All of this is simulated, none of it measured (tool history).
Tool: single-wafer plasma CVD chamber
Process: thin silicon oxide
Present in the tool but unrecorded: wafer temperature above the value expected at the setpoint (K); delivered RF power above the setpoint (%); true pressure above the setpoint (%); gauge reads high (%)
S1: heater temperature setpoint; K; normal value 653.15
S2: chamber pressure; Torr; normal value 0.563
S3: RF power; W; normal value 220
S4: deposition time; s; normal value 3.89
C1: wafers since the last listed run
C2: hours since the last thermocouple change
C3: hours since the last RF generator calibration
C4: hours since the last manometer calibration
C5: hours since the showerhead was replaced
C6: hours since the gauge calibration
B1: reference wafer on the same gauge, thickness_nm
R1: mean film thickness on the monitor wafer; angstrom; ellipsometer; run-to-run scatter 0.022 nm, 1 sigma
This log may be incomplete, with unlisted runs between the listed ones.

run	hour	S1	S2	S3	S4	C1	C2	C3	C4	C5	C6	B1	R1
1	0	653.15	0.563	220	3.89	0	1422.9	16.8	1027.3	15.9	596.2	4.732	48.42
2	7.8	653.15	0.563	220	3.89	315	1430.7	24.6	1035.1	23.7	604	4.733	48.47
# hour 27.9: thermocouple changed; heater temperature recalibrated
3	28.4	653.15	0.563	235	3.89	509	0.5	45.2	1055.7	44.3	624.6	4.735	49.87
4	28.7	653.15	0.563	235	3.89	12	0.8	45.5	1056	44.6	624.9	4.738	50.27
5	43.8	648.15	0.563	220	3.89	610	15.9	60.6	1071.1	59.7	640	4.738	48.7
6	50.8	653.15	0.563	220	3.89	282	22.9	67.6	1078.1	66.7	647	4.746	48.58
7	66.2	653.15	0.563	220	3.89	622	38.3	83	1093.5	82.1	662.4	4.746	48.88
8	76.7	653.15	0.563	245	3.62	424	48.8	93.5	1104	92.6	672.9	4.743	47.97
# hour 80.9: gauge calibrated
9	84.1	649.15	0.563	220	3.6	299	56.2	100.9	1111.4	100	3.2	4.737	45.21
10	94.5	653.15	0.563	235	3.89	420	66.6	111.3	1121.8	110.4	13.6	4.736	50.32
11	127	653.15	0.563	200	3.89	1313	99.1	143.8	1154.3	142.9	46.1	4.74	46.62
# hour 141.3: capacitance manometer re-zeroed and calibrated
12	141.8	653.15	0.563	240	3.89	274	113.9	158.6	0.5	157.7	60.9	4.743	47.73
13	152.2	653.15	0.563	220	3.89	420	124.3	169	10.9	168.1	71.3	4.743	46.34
14	160.6	653.15	0.563	245	3.89	339	132.7	177.4	19.3	176.5	79.7	4.745	48.27
15	177.4	653.15	0.563	220	3.89	679	149.5	194.2	36.1	193.3	96.5	4.75	45.91
16	193.6	645.15	0.563	240	3.89	654	165.7	210.4	52.3	209.5	112.7	4.736	48.46
17	200.2	653.15	0.563	220	3.89	266	172.3	217	58.9	216.1	119.3	4.739	46.43
18	207.7	644.15	0.51	190	4.47	303	179.8	224.5	66.4	223.6	126.8	4.743	45.26
19	218	657.15	0.617	220	3.89	416	190.1	234.8	76.7	233.9	137.1	4.743	49.4
20	224.7	653.15	0.653	220	4.55	270	196.8	241.5	83.4	240.6	143.8	4.745	61.17
21	242.2	653.15	0.563	220	3.89	707	214.3	259	100.9	258.1	161.3	4.743	46.06
22	250.5	653.15	0.563	220	4.37	335	222.6	267.3	109.2	266.4	169.6	4.748	51.66
23	261.6	653.15	0.563	220	3.89	448	233.7	278.4	120.3	277.5	180.7	4.729	46.22
24	275.5	659.15	0.504	220	3.89	561	247.6	292.3	134.2	291.4	194.6	4.736	41.9
25	291.3	642.15	0.465	220	3.21	638	263.4	308.1	150	307.2	210.4	4.742	32.87
26	302.8	653.15	0.672	220	3.89	464	274.9	319.6	161.5	318.7	221.9	4.741	53.75

The next listed run, before its measurement:
27	317.2	644.15	0.563	220	3.37	582	289.3	334	175.9	333.1	236.3	?	?

{"run 27": {"B1": 4.74, "R1": 40.49}}
The same run, on a tool lacking any hidden state, would have yielded R1 40.26 angstrom.
